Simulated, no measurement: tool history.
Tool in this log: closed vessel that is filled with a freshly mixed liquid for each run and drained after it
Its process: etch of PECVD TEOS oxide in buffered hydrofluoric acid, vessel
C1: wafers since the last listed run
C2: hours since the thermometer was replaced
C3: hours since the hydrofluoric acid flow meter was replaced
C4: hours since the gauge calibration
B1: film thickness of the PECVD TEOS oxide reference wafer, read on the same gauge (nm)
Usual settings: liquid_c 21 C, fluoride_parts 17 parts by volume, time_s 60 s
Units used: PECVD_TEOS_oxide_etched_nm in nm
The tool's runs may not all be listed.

{"run": 1, "hour": 0.0, "liquid_c": 21, "fluoride_parts": 21, "time_s": 60, "C1": 0, "C2": 1696.3, "C3": 1515.7, "C4": 310.6, "B1": 89.99, "PECVD_TEOS_oxide_etched_nm": 27.85}
{"run": 2, "hour": 25.6, "liquid_c": 21, "fluoride_parts": 21, "time_s": 60, "C1": 2800, "C2": 1721.9, "C3": 1541.3, "C4": 336.2, "B1": 90.02, "PECVD_TEOS_oxide_etched_nm": 27.53}
{"run": 3, "hour": 64.7, "liquid_c": 21, "fluoride_parts": 21, "time_s": 60, "C1": 4277, "C2": 1761, "C3": 1580.4, "C4": 375.3, "B1": 90, "PECVD_TEOS_oxide_etched_nm": 27.3}
{"run": 4, "hour": 118.1, "liquid_c": 19, "fluoride_parts": 14.5, "time_s": 60, "C1": 5841, "C2": 1814.4, "C3": 1633.8, "C4": 428.7, "B1": 89.99, "PECVD_TEOS_oxide_etched_nm": 32.82}
{"run": 5, "hour": 164.6, "liquid_c": 19, "fluoride_parts": 14.5, "time_s": 60, "C1": 5086, "C2": 1860.9, "C3": 1680.3, "C4": 475.2, "B1": 90.03, "PECVD_TEOS_oxide_etched_nm": 33.53}
{"run": 6, "hour": 209.1, "liquid_c": 19, "fluoride_parts": 14.5, "time_s": 60, "C1": 4868, "C2": 1905.4, "C3": 1724.8, "C4": 519.7, "B1": 90, "PECVD_TEOS_oxide_etched_nm": 33.05}
{"run": 7, "hour": 275.9, "liquid_c": 18, "fluoride_parts": 17, "time_s": 85, "C1": 7307, "C2": 1972.2, "C3": 1791.6, "C4": 586.5, "B1": 90, "PECVD_TEOS_oxide_etched_nm": 37.27}
{"run": 8, "hour": 342.0, "liquid_c": 18, "fluoride_parts": 17, "time_s": 85, "C1": 7230, "C2": 2038.3, "C3": 1857.7, "C4": 652.6, "B1": 89.99, "PECVD_TEOS_oxide_etched_nm": 36.8}
{"hour": 368.1, "done": "gauge calibrated"}
{"run": 9, "hour": 408.0, "liquid_c": 21, "fluoride_parts": 17, "time_s": 35, "C1": 7219, "C2": 2104.3, "C3": 1923.7, "C4": 39.9, "B1": 90, "PECVD_TEOS_oxide_etched_nm": 18.23}
{"run": 10, "hour": 479.4, "liquid_c": 21, "fluoride_parts": 17, "time_s": 35, "C1": 7810, "C2": 2175.7, "C3": 1995.1, "C4": 111.3, "B1": 90, "PECVD_TEOS_oxide_etched_nm": 17.75}
{"hour": 539.8, "done": "hydrofluoric acid flow meter replaced"}
{"run": 11, "hour": 542.0, "liquid_c": 18.5, "fluoride_parts": 17, "time_s": 80, "C1": 6738, "C2": 2238.3, "C3": 2.2, "C4": 173.9, "B1": 90, "PECVD_TEOS_oxide_etched_nm": 40.34}
{"run": 12, "hour": 597.1, "liquid_c": 21, "fluoride_parts": 12.5, "time_s": 60, "C1": 6027, "C2": 2293.4, "C3": 57.3, "C4": 229, "B1": 90, "PECVD_TEOS_oxide_etched_nm": 46.63}
{"run": 13, "hour": 623.5, "liquid_c": 25.5, "fluoride_parts": 12.5, "time_s": 40, "C1": 2887, "C2": 2319.8, "C3": 83.7, "C4": 255.4, "B1": 89.99, "PECVD_TEOS_oxide_etched_nm": 39.51}
{"hour": 646.4, "done": "thermometer replaced"}
{"run": 14, "hour": 678.8, "liquid_c": 25.5, "fluoride_parts": 23.5, "time_s": 60, "C1": 5940, "C2": 32.4, "C3": 139, "C4": 310.7, "B1": 90.01, "PECVD_TEOS_oxide_etched_nm": 38.44}
{"run": 15, "hour": 708.2, "liquid_c": 21, "fluoride_parts": 21.5, "time_s": 70, "C1": 3216, "C2": 61.8, "C3": 168.4, "C4": 340.1, "B1": 89.99, "PECVD_TEOS_oxide_etched_nm": 37.14}
{"run": 16, "hour": 739.4, "liquid_c": 25.5, "fluoride_parts": 23.5, "time_s": 60, "C1": 3413, "C2": 93, "C3": 199.6, "C4": 371.3, "B1": 89.99, "PECVD_TEOS_oxide_etched_nm": 37.77}
{"run": 17, "hour": 792.9, "liquid_c": 23.5, "fluoride_parts": 14.5, "time_s": 30, "C1": 5852, "C2": 146.5, "C3": 253.1, "C4": 424.8, "B1": 90, "PECVD_TEOS_oxide_etched_nm": 25.46}
{"run": 18, "hour": 830.2, "liquid_c": 18, "fluoride_parts": 17, "time_s": 85, "C1": 4080, "C2": 183.8, "C3": 290.4, "C4": 462.1, "B1": 89.99, "PECVD_TEOS_oxide_etched_nm": 45.61}
{"run": 19, "hour": 863.8, "liquid_c": 21, "fluoride_parts": 22.5, "time_s": 60, "C1": 3675, "C2": 217.4, "C3": 324, "C4": 495.7, "B1": 90, "PECVD_TEOS_oxide_etched_nm": 30.21}
{"run": 20, "hour": 901.0, "liquid_c": 26, "fluoride_parts": 20, "time_s": 45, "C1": 4069, "C2": 254.6, "C3": 361.2, "C4": 532.9, "B1": 90.02, "PECVD_TEOS_oxide_etched_nm": 32.39}

4 options for the next run, each taken on its own from the tool as it stands now. Forecast them:
{"run": "A", "hour": 901.7, "liquid_c": 21, "fluoride_parts": 17, "time_s": 60, "C1": 76, "C2": 255.3, "C3": 361.9, "C4": 533.6, "B1": "?", "PECVD_TEOS_oxide_etched_nm": "?"}
{"run": "B", "hour": 901.7, "liquid_c": 18, "fluoride_parts": 14, "time_s": 30, "C1": 76, "C2": 255.3, "C3": 361.9, "C4": 533.6, "B1": "?", "PECVD_TEOS_oxide_etched_nm": "?"}
{"run": "C", "hour": 901.7, "liquid_c": 17.5, "fluoride_parts": 12.5, "time_s": 45, "C1": 76, "C2": 255.3, "C3": 361.9, "C4": 533.6, "B1": "?", "PECVD_TEOS_oxide_etched_nm": "?"}
{"run": "D", "hour": 901.7, "liquid_c": 17.5, "fluoride_parts": 19, "time_s": 75, "C1": 76, "C2": 255.3, "C3": 361.9, "C4": 533.6, "B1": "?", "PECVD_TEOS_oxide_etched_nm": "?"}

run=A B1=90.01 PECVD_TEOS_oxide_etched_nm=37.7
run=B B1=90.01 PECVD_TEOS_oxide_etched_nm=19.27
run=C B1=90.01 PECVD_TEOS_oxide_etched_nm=31.4
run=D B1=90.01 PECVD_TEOS_oxide_etched_nm=34.64
The same runs, with their run-to-run variation unchanged, on a tool lacking any hidden condition would have given:
run=A PECVD_TEOS_oxide_etched_nm=39.62
run=B PECVD_TEOS_oxide_etched_nm=20.26
run=C PECVD_TEOS_oxide_etched_nm=33.01
run=D PECVD_TEOS_oxide_etched_nm=36.43

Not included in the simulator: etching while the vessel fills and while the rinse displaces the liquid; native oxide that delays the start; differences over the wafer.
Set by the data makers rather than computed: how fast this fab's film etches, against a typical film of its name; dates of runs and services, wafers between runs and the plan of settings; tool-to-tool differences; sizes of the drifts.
